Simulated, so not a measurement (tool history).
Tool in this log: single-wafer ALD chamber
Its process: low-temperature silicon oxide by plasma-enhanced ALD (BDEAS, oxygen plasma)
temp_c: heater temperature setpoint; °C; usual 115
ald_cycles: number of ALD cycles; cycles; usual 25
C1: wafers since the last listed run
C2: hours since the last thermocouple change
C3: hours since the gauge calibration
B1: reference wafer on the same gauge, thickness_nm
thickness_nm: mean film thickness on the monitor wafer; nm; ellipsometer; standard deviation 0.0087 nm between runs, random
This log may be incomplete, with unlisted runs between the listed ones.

{"run": 1, "hour": 0.0, "temp_c": 115, "ald_cycles": 25, "C1": 0, "C2": 2210.9, "C3": 25.9, "B1": 3.041, "thickness_nm": 3.5}
{"run": 2, "hour": 6.5, "temp_c": 115, "ald_cycles": 25, "C1": 83, "C2": 2217.4, "C3": 32.4, "B1": 3.04, "thickness_nm": 3.48}
{"run": 3, "hour": 21.9, "temp_c": 115, "ald_cycles": 25, "C1": 197, "C2": 2232.8, "C3": 47.8, "B1": 3.039, "thickness_nm": 3.478}
{"run": 4, "hour": 33.6, "temp_c": 104, "ald_cycles": 25, "C1": 149, "C2": 2244.5, "C3": 59.5, "B1": 3.04, "thickness_nm": 3.547}
{"run": 5, "hour": 43.8, "temp_c": 115, "ald_cycles": 25, "C1": 130, "C2": 2254.7, "C3": 69.7, "B1": 3.036, "thickness_nm": 3.48}
{"run": 6, "hour": 61.4, "temp_c": 115, "ald_cycles": 25, "C1": 225, "C2": 2272.3, "C3": 87.3, "B1": 3.039, "thickness_nm": 3.508}
{"run": 7, "hour": 76.8, "temp_c": 115, "ald_cycles": 22, "C1": 197, "C2": 2287.7, "C3": 102.7, "B1": 3.039, "thickness_nm": 3.088}
{"run": 8, "hour": 89.2, "temp_c": 115, "ald_cycles": 25, "C1": 158, "C2": 2300.1, "C3": 115.1, "B1": 3.041, "thickness_nm": 3.483}
{"run": 9, "hour": 96.3, "temp_c": 115, "ald_cycles": 25, "C1": 90, "C2": 2307.2, "C3": 122.2, "B1": 3.04, "thickness_nm": 3.499}
{"run": 10, "hour": 109.6, "temp_c": 115, "ald_cycles": 25, "C1": 170, "C2": 2320.5, "C3": 135.5, "B1": 3.041, "thickness_nm": 3.482}
{"run": 11, "hour": 122.0, "temp_c": 115, "ald_cycles": 25, "C1": 158, "C2": 2332.9, "C3": 147.9, "B1": 3.042, "thickness_nm": 3.481}
{"run": 12, "hour": 129.3, "temp_c": 115, "ald_cycles": 25, "C1": 93, "C2": 2340.2, "C3": 155.2, "B1": 3.041, "thickness_nm": 3.499}
{"run": 13, "hour": 136.8, "temp_c": 115, "ald_cycles": 25, "C1": 96, "C2": 2347.7, "C3": 162.7, "B1": 3.04, "thickness_nm": 3.474}
{"run": 14, "hour": 145.9, "temp_c": 115, "ald_cycles": 25, "C1": 116, "C2": 2356.8, "C3": 171.8, "B1": 3.039, "thickness_nm": 3.497}
{"run": 15, "hour": 158.2, "temp_c": 115, "ald_cycles": 25, "C1": 157, "C2": 2369.1, "C3": 184.1, "B1": 3.041, "thickness_nm": 3.505}
{"run": 16, "hour": 166.9, "temp_c": 115, "ald_cycles": 25, "C1": 111, "C2": 2377.8, "C3": 192.8, "B1": 3.038, "thickness_nm": 3.485}
{"run": 17, "hour": 179.9, "temp_c": 115, "ald_cycles": 25, "C1": 166, "C2": 2390.8, "C3": 205.8, "B1": 3.04, "thickness_nm": 3.491}
{"run": 18, "hour": 187.2, "temp_c": 115, "ald_cycles": 25, "C1": 93, "C2": 2398.1, "C3": 213.1, "B1": 3.04, "thickness_nm": 3.48}
{"hour": 202.4, "done": "thermocouple changed; heater temperature recalibrated"}
{"run": 19, "hour": 202.9, "temp_c": 115, "ald_cycles": 25, "C1": 98, "C2": 0.5, "C3": 228.8, "B1": 3.039, "thickness_nm": 3.482}
{"run": 20, "hour": 218.0, "temp_c": 115, "ald_cycles": 25, "C1": 193, "C2": 15.6, "C3": 243.9, "B1": 3.039, "thickness_nm": 3.495}
{"run": 21, "hour": 225.5, "temp_c": 115, "ald_cycles": 25, "C1": 96, "C2": 23.1, "C3": 251.4, "B1": 3.04, "thickness_nm": 3.493}
{"run": 22, "hour": 234.6, "temp_c": 115, "ald_cycles": 27, "C1": 116, "C2": 32.2, "C3": 260.5, "B1": 3.04, "thickness_nm": 3.773}
{"run": 23, "hour": 241.5, "temp_c": 115, "ald_cycles": 27, "C1": 88, "C2": 39.1, "C3": 267.4, "B1": 3.039, "thickness_nm": 3.764}
{"run": 24, "hour": 248.9, "temp_c": 109, "ald_cycles": 27, "C1": 94, "C2": 46.5, "C3": 274.8, "B1": 3.04, "thickness_nm": 3.793}
{"run": 25, "hour": 260.4, "temp_c": 110, "ald_cycles": 23, "C1": 147, "C2": 58.0, "C3": 286.3, "B1": 3.042, "thickness_nm": 3.238}
{"run": 26, "hour": 270.2, "temp_c": 115, "ald_cycles": 25, "C1": 125, "C2": 67.8, "C3": 296.1, "B1": 3.042, "thickness_nm": 3.491}
{"run": 27, "hour": 276.8, "temp_c": 115, "ald_cycles": 27, "C1": 84, "C2": 74.4, "C3": 302.7, "B1": 3.04, "thickness_nm": 3.764}
{"run": 28, "hour": 286.5, "temp_c": 106, "ald_cycles": 27, "C1": 124, "C2": 84.1, "C3": 312.4, "B1": 3.04, "thickness_nm": 3.824}
{"run": 29, "hour": 300.8, "temp_c": 115, "ald_cycles": 25, "C1": 183, "C2": 98.4, "C3": 326.7, "B1": 3.041, "thickness_nm": 3.498}
{"run": 30, "hour": 329.0, "temp_c": 128, "ald_cycles": 23, "C1": 361, "C2": 126.6, "C3": 354.9, "B1": 3.04, "thickness_nm": 3.131}
{"run": 31, "hour": 345.4, "temp_c": 119, "ald_cycles": 27, "C1": 210, "C2": 143.0, "C3": 371.3, "B1": 3.041, "thickness_nm": 3.738}
{"run": 32, "hour": 356.2, "temp_c": 115, "ald_cycles": 30, "C1": 138, "C2": 153.8, "C3": 382.1, "B1": 3.041, "thickness_nm": 4.187}
{"hour": 363.3, "done": "gauge calibrated"}
{"run": 33, "hour": 366.4, "temp_c": 130, "ald_cycles": 27, "C1": 130, "C2": 164.0, "C3": 3.1, "B1": 3.04, "thickness_nm": 3.665}
{"run": 34, "hour": 378.8, "temp_c": 115, "ald_cycles": 25, "C1": 158, "C2": 176.4, "C3": 15.5, "B1": 3.041, "thickness_nm": 3.483}
{"run": 35, "hour": 397.2, "temp_c": 107, "ald_cycles": 22, "C1": 235, "C2": 194.8, "C3": 33.9, "B1": 3.039, "thickness_nm": 3.115}
{"run": 36, "hour": 409.2, "temp_c": 128, "ald_cycles": 29, "C1": 153, "C2": 206.8, "C3": 45.9, "B1": 3.04, "thickness_nm": 3.96}
{"run": 37, "hour": 416.0, "temp_c": 110, "ald_cycles": 21, "C1": 87, "C2": 213.6, "C3": 52.7, "B1": 3.04, "thickness_nm": 2.952}
{"run": 38, "hour": 425.5, "temp_c": 115, "ald_cycles": 25, "C1": 121, "C2": 223.1, "C3": 62.2, "B1": 3.042, "thickness_nm": 3.478}
{"run": 39, "hour": 438.6, "temp_c": 125, "ald_cycles": 28, "C1": 167, "C2": 236.2, "C3": 75.3, "B1": 3.042, "thickness_nm": 3.823}
{"run": 40, "hour": 448.0, "temp_c": 104, "ald_cycles": 27, "C1": 120, "C2": 245.6, "C3": 84.7, "B1": 3.041, "thickness_nm": 3.85}
{"run": 41, "hour": 456.0, "temp_c": 129, "ald_cycles": 29, "C1": 102, "C2": 253.6, "C3": 92.7, "B1": 3.041, "thickness_nm": 3.959}
{"run": 42, "hour": 463.4, "temp_c": 115, "ald_cycles": 21, "C1": 94, "C2": 261.0, "C3": 100.1, "B1": 3.042, "thickness_nm": 2.936}
{"run": 43, "hour": 479.5, "temp_c": 115, "ald_cycles": 28, "C1": 206, "C2": 277.1, "C3": 116.2, "B1": 3.04, "thickness_nm": 3.913}
{"run": 44, "hour": 486.9, "temp_c": 119, "ald_cycles": 25, "C1": 94, "C2": 284.5, "C3": 123.6, "B1": 3.038, "thickness_nm": 3.485}
{"run": 45, "hour": 499.5, "temp_c": 123, "ald_cycles": 29, "C1": 161, "C2": 297.1, "C3": 136.2, "B1": 3.038, "thickness_nm": 3.986}
{"run": 46, "hour": 511.5, "temp_c": 111, "ald_cycles": 27, "C1": 153, "C2": 309.1, "C3": 148.2, "B1": 3.04, "thickness_nm": 3.791}

For each run, what was the tool's unlogged condition?
wafer temperature above the value expected at the setpoint (K): 0 in every run
gauge reads high (%): 0 in every run

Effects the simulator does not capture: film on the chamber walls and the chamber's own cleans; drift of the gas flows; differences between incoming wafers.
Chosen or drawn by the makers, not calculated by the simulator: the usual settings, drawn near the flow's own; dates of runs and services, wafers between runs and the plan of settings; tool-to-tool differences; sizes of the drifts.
